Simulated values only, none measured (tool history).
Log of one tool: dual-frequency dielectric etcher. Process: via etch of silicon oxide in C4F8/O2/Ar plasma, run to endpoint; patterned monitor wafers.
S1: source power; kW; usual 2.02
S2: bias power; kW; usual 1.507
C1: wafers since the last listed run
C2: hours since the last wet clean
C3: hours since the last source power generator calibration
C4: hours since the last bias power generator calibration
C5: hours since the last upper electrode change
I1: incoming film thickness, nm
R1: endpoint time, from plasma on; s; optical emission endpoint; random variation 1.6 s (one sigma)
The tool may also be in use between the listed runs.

run    hour    S1     S2   C1     C2      C3      C4      C5      I1     R1
  1       0  2.02  1.711    0  468.3  2572.6   841.4  5010.5  1080.8  213.8
  2    37.2  2.02  1.711   94  505.5  2609.8   878.6  5047.7  1102.1  221.1
       73.5  -- wet clean of the chamber
  3      74  2.02  1.711   32    0.5  2646.6   915.4  5084.5  1112.3  216.1
  4   135.4  2.02  1.507  155   61.9    2708   976.8  5145.9    1095  219.1
  5   177.2  2.02  1.507  106  103.7  2749.8  1018.6  5187.7  1094.2  219.8
  6   214.3  2.02  1.507   94  140.8  2786.9  1055.7  5224.8  1096.6  219.8
  7   253.9  2.02  1.225  100  180.4  2826.5  1095.3  5264.4  1094.1  229.1
  8   403.3  2.02  1.225  379  329.8  2975.9  1244.7  5413.8  1098.7  231.6
  9   448.8  2.02  1.225  115  375.3  3021.4  1290.2  5459.3  1091.8  233.8
 10   502.3  2.02  1.331  135  428.8  3074.9  1343.7  5512.8  1093.2  231.5
 11   544.3  2.02  1.331  106  470.8  3116.9  1385.7  5554.8  1108.3  234.3
      585.4  -- source power generator calibrated
 12   585.8  2.27  1.592   95  512.3     0.4  1427.2  5596.3  1087.8    205
      625.2  -- bias power generator calibrated
      645.9  -- wet clean of the chamber
 13   646.4  2.02  1.507   90    0.5      61    21.2  5656.9  1092.4  233.3
 14   661.6  2.02  1.507   38   15.7    76.2    36.4  5672.1  1096.1  233.1
 15   716.8  2.02  1.507  140   70.9   131.4    91.6  5727.3  1091.7  231.8
 16   741.5  2.46  1.159   62   95.6   156.1   116.3    5752  1094.9  223.7
 17   785.8  2.02  1.242  112  139.9   200.4   160.6  5796.3  1105.7  246.9
 18   816.9  2.29   1.66   78    171   231.5   191.7  5827.4  1092.8  210.6
        844  -- upper electrode replaced
      905.7  -- wet clean of the chamber, repeated, since the last time left the tool worse
 19   906.2  1.67  1.507  104    0.5   320.8     281    62.2  1090.6    248
 20   918.8  1.64  1.314   31   13.1   333.4   293.6    74.8  1094.8  257.8
 21   974.4  1.59  1.304  141   68.7     389   349.2   130.4  1099.8  267.8
 22  1020.6  1.64  1.507  117  114.9   435.2   395.4   176.6  1099.3  250.5
 23    1074  2.02  1.507  135  168.3   488.6   448.8     230  1106.5  222.8
 24  1145.8  2.29  1.507  182  240.1   560.4   520.6   301.8  1091.1  203.5
 25    1190  1.82  1.507  112  284.3   604.6   564.8     346  1088.9  235.9
 26  1259.6  2.02  1.507  176  353.9   674.2   634.4   415.6  1101.6  226.1
 27  1318.9  2.22  1.706  150  413.2   733.5   693.7   474.9  1092.3  206.2
 28  1384.5  1.68  1.147  166  478.8   799.1   759.3   540.5    1098  267.1
     1436.3  -- wet clean of the chamber
 29  1437.8   2.3   1.65   74    1.5   852.4   812.6   593.8  1100.2  197.8
 30  1482.5  1.66  1.767  113   46.2   897.1   857.3   638.5  1087.7  237.1
 31  1526.3  2.02  1.507  111     90   940.9   901.1   682.3  1090.1  219.3

Measured less the same run without the tool's hidden state. The same run-to-run variation is in both; the gauge's scatter may not be:
The hidden state here: etch rate over this chamber's usual, %; source power that arrives over what is set, %; bias power that arrives over what is set, %.
run     R1
  1     +6
  2   +6.7
  3   -0.8
  4     +0
  5   +0.5
  6   +0.9
  7   +1.6
  8   +3.5
  9   +4.2
 10   +4.7
 11   +5.4
 12   +5.2
 13  +12.7
 14  +12.9
 15  +13.5
 16  +13.4
 17  +15.4
 18  +13.4
 19   -0.3
 20   -0.1
 21   +0.7
 22   +1.3
 23   +1.9
 24   +2.5
 25   +3.5
 26   +4.2
 27   +4.6
 28   +6.9
 29   +0.4
 30   +1.1
 31   +1.6
